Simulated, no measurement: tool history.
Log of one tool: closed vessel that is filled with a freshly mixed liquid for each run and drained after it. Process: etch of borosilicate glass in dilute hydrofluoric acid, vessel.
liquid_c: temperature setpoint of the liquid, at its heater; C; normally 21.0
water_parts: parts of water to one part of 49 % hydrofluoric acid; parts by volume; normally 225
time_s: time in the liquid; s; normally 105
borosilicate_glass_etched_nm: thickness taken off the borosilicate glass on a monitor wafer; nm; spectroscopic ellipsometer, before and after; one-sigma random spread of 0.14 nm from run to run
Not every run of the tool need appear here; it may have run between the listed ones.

run,hour,liquid_c,water_parts,time_s,wafers since the last listed run,hours since the thermometer was replaced,hours since the hydrofluoric acid flow meter was replaced,hours since the gauge calibration,"read-back film thickness of the borosilicate glass reference wafer, read on the same gauge (nm)",borosilicate_glass_etched_nm
1,0.0,18.0,225,105,0,1238.1,1078.6,449.3,60.00,14.33
2,71.5,18.0,225,105,5047,1309.6,1150.1,520.8,60.01,14.41
3,96.6,18.0,225,105,1771,1334.7,1175.2,545.9,59.98,14.26
4,151.4,24.5,225,105,3868,1389.5,1230.0,600.7,60.02,18.50
5,212.7,24.5,225,105,4327,1450.8,1291.3,662.0,60.02,18.24
6,265.2,19.5,225,105,3705,1503.3,1343.8,714.5,60.03,15.43
7,295.8,19.5,225,105,2160,1533.9,1374.4,745.1,59.99,15.61
8,320.9,21.0,225,105,1771,1559.0,1399.5,770.2,60.02,15.96
9,364.5,21.0,225,105,3077,1602.6,1443.1,813.8,60.03,16.14
10,416.7,21.0,225,105,3684,1654.8,1495.3,866.0,59.98,16.44
11,452.6,21.0,225,105,2534,1690.7,1531.2,901.9,59.96,16.53
12,517.5,21.0,225,45,4581,1755.6,1596.1,966.8,60.03,6.91
13,564.9,21.0,225,105,3345,1803.0,1643.5,1014.2,59.97,16.43
14,607.2,21.0,225,105,2985,1845.3,1685.8,1056.5,60.00,16.40
15,649.8,21.0,225,105,3007,1887.9,1728.4,1099.1,60.00,16.34
16,712.0,19.0,225,105,4390,1950.1,1790.6,1161.3,59.96,15.19
# hour 772.3: gauge calibrated
17,779.6,21.0,225,105,4771,2017.7,1858.2,7.3,59.97,16.45
# hour 901.2: thermometer replaced
18,917.7,17.0,225,105,9677,16.5,1996.3,145.4,59.99,13.10

What does the tool deliver on the next run?
# hour 941.8: hydrofluoric acid flow meter replaced
19,986.0,21.0,310,50,4750,84.8,44.2,213.7,?,?

read-back film thickness of the borosilicate glass reference wafer, read on the same gauge (nm): 59.97
borosilicate_glass_etched_nm: 4.92 nm
On a tool with no hidden condition, and with the same random variation, this run would have come out at borosilicate_glass_etched_nm 4.91 nm.
